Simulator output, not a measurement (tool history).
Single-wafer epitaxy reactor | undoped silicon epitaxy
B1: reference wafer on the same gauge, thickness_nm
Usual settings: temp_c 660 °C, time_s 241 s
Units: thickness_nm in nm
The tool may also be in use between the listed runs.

Run 1, hour 0.0: usual settings; B1 54.563. Result: thickness_nm 57.872 nm.
Run 2, hour 13.8: usual settings; B1 54.577. Result: thickness_nm 57.966 nm.
Run 3, hour 26.0: usual settings; B1 54.549. Result: thickness_nm 58.125 nm.
Run 4, hour 51.3: usual settings but temp_c 664 °C; B1 54.572. Result: thickness_nm 62.623 nm.
Run 5, hour 77.0: usual settings but temp_c 664 °C; B1 54.663. Result: thickness_nm 62.424 nm.
Run 6, hour 113.2: usual settings but temp_c 664 °C; B1 54.577. Result: thickness_nm 62.957 nm.
Run 7, hour 140.9: usual settings; B1 54.539. Result: thickness_nm 57.823 nm.
Run 8, hour 154.2: usual settings; B1 54.633. Result: thickness_nm 58.316 nm.
Run 9, hour 171.7: usual settings but time_s 217 s; B1 54.626. Result: thickness_nm 52.245 nm.
Run 10, hour 207.5: usual settings but time_s 217 s; B1 54.614. Result: thickness_nm 52.443 nm.
Run 11, hour 222.6: usual settings but temp_c 674 °C, time_s 210 s; B1 54.607. Result: thickness_nm 65.656 nm.
Run 12, hour 240.0: usual settings but time_s 201 s; B1 54.616. Result: thickness_nm 48.492 nm.
At hour 246.5: gauge calibrated.
Run 13, hour 252.8: usual settings but temp_c 646 °C, time_s 259 s; B1 54.620. Result: thickness_nm 48.147 nm.
Run 14, hour 310.9: usual settings; B1 54.616. Result: thickness_nm 58.142 nm.
At hour 321.8: pyrometer calibrated.
Run 15, hour 339.5: usual settings but temp_c 666 °C; B1 54.612. Result: thickness_nm 60.965 nm.
Run 16, hour 370.5: usual settings but temp_c 665 °C, time_s 281 s; B1 54.604. Result: thickness_nm 70.319 nm.
Run 17, hour 395.0: usual settings but time_s 262 s; B1 54.564. Result: thickness_nm 59.645 nm.

Run 18 comes next. What will it give?
Run 18, hour 423.5: usual settings but temp_c 651 °C; B1 ?. Result: thickness_nm ?.

B1: 54.598
thickness_nm: 46.329 nm
Without the tool's hidden state the same run would have given thickness_nm 45.836 nm.
